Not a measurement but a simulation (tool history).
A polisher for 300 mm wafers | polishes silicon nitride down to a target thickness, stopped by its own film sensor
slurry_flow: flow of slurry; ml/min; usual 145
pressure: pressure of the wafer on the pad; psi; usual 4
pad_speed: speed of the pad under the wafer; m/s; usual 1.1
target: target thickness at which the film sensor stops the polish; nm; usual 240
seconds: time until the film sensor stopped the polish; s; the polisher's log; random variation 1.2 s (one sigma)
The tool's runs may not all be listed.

| run | hour | slurry_flow | pressure | pad_speed | target | incoming thickness of the incoming film, nm | seconds |
|---|---|---|---|---|---|---|---|
| 1 | 0 | 145 | 4 | 1.1 | 240 | 382.6 | 74.8 |
| 2 | 11.8 | 170 | 4 | 1.1 | 240 | 378.6 | 68.2 |
| 3 | 18.5 | 170 | 4 | 1.1 | 240 | 374.7 | 65.4 |
|  | 23 | worn pad replaced by a new one |
| 4 | 35.6 | 145 | 4 | 1.1 | 240 | 380.3 | 76.7 |
| 5 | 42 | 145 | 4 | 1.1 | 240 | 380.2 | 79.5 |
| 6 | 53.8 | 145 | 4 | 1.1 | 240 | 377.9 | 75.9 |
| 7 | 63.5 | 145 | 4 | 1.1 | 240 | 374.8 | 73 |
| 8 | 70.2 | 145 | 4 | 1.1 | 240 | 375.5 | 73.5 |
| 9 | 79.8 | 145 | 4 | 1.1 | 240 | 384.8 | 81.8 |
|  | 94.9 | worn pad replaced by a new one, repeated, since the last time left the tool worse |
| 10 | 95.4 | 145 | 4 | 1.1 | 240 | 384.6 | 69.5 |
| 11 | 105 | 145 | 4 | 1.1 | 240 | 385.8 | 73.2 |
| 12 | 118.2 | 145 | 4 | 1.1 | 240 | 380.5 | 69.1 |
| 13 | 129.7 | 145 | 3.5 | 1.1 | 240 | 376.3 | 80.3 |
| 14 | 140.1 | 160 | 4 | 1.1 | 240 | 372.9 | 64.8 |
|  | 149.6 | head pressure recalibrated |
| 15 | 150.1 | 170 | 2.8 | 1.3 | 240 | 377.8 | 84 |
| 16 | 165.7 | 145 | 2.8 | 1.38 | 240 | 381.1 | 85.6 |
| 17 | 182.1 | 120 | 4 | 0.72 | 240 | 384.6 | 109.6 |
| 18 | 192 | 120 | 4 | 0.72 | 240 | 380.4 | 105.2 |
|  | 198.1 | worn pad replaced by a new one |
| 19 | 208.8 | 110 | 3.6 | 1.46 | 240 | 384.7 | 64.4 |
| 20 | 234.8 | 145 | 3.5 | 1.1 | 217 | 379.6 | 93.6 |
| 21 | 252.6 | 145 | 4 | 1.4 | 240 | 374.8 | 55.6 |
| 22 | 267.2 | 145 | 4 | 0.78 | 240 | 378.2 | 90.9 |
|  | 273.9 | slurry nozzle cleaned |
| 23 | 276.2 | 145 | 4 | 1.1 | 240 | 382 | 74.2 |
| 24 | 293.1 | 190 | 4 | 1.32 | 240 | 372.7 | 55.8 |
|  | 306.1 | worn pad replaced by a new one |
| 25 | 306.6 | 190 | 4 | 0.98 | 202 | 382.8 | 92.8 |
| 26 | 310.6 | 145 | 4 | 1.32 | 263 | 381.4 | 48.4 |
| 27 | 319.1 | 110 | 3.1 | 0.78 | 240 | 378.8 | 119.9 |
| 28 | 336.2 | 145 | 5.1 | 0.88 | 240 | 377 | 63.1 |
| 29 | 351.8 | 145 | 4 | 1.1 | 240 | 379.6 | 70.1 |
| 30 | 361.4 | 170 | 4.9 | 1.1 | 263 | 374.4 | 44 |
| 31 | 379.4 | 130 | 4 | 1.1 | 240 | 380 | 71.9 |
| 32 | 386.9 | 130 | 3.4 | 0.74 | 260 | 376.5 | 98.8 |
|  | 400.7 | worn pad replaced by a new one |
| 33 | 401.2 | 130 | 2.9 | 1.1 | 269 | 382.9 | 76.2 |
| 34 | 414.7 | 145 | 4 | 1.1 | 240 | 380.3 | 70 |
| 35 | 426.4 | 160 | 4 | 0.86 | 240 | 375.5 | 78.3 |
| 36 | 433.6 | 180 | 4 | 1.1 | 240 | 377.2 | 64.5 |
| 37 | 440.6 | 145 | 4 | 1.1 | 240 | 388.5 | 73.2 |

Some steps in seconds between neighbouring runs. How much of each would the tool show without its hidden state too (settings, what came in, random variation), and how much is left for the hidden state, with any gauge scatter that isn't in both results?
The hidden state here: removal rate lost through wear of the pad, %; slurry flow missing at the pad, %; deviation of the head's pressure from its setpoint, %.
Run 9 -> 10: worn pad replaced by a new one, repeated, since the last time left the tool worse. seconds -12.3 s: hidden state -12, all else -0.3.
Run 18 -> 19: slurry_flow 120 -> 110, pressure 4 -> 3.6, pad_speed 0.72 -> 1.46, worn pad replaced by a new one. seconds -40.8 s: hidden state -5.3, all else -35.5.
Run 25 -> 26: slurry_flow 190 -> 145, pad_speed 0.98 -> 1.32, target 202 -> 263. seconds -44.4 s: hidden state +0.1, all else -44.5.
Run 26 -> 27: slurry_flow 145 -> 110, pressure 4 -> 3.1, pad_speed 1.32 -> 0.78, target 263 -> 240. seconds +71.5 s: hidden state +2.3, all else +69.2.
Run 27 -> 28: slurry_flow 110 -> 145, pressure 3.1 -> 5.1, pad_speed 0.78 -> 0.88. seconds -56.8 s: hidden state -0.3, all else -56.5.
Run 32 -> 33: pressure 3.4 -> 2.9, pad_speed 0.74 -> 1.1, target 260 -> 269, worn pad replaced by a new one. seconds -22.6 s: hidden state -5.6, all else -17.

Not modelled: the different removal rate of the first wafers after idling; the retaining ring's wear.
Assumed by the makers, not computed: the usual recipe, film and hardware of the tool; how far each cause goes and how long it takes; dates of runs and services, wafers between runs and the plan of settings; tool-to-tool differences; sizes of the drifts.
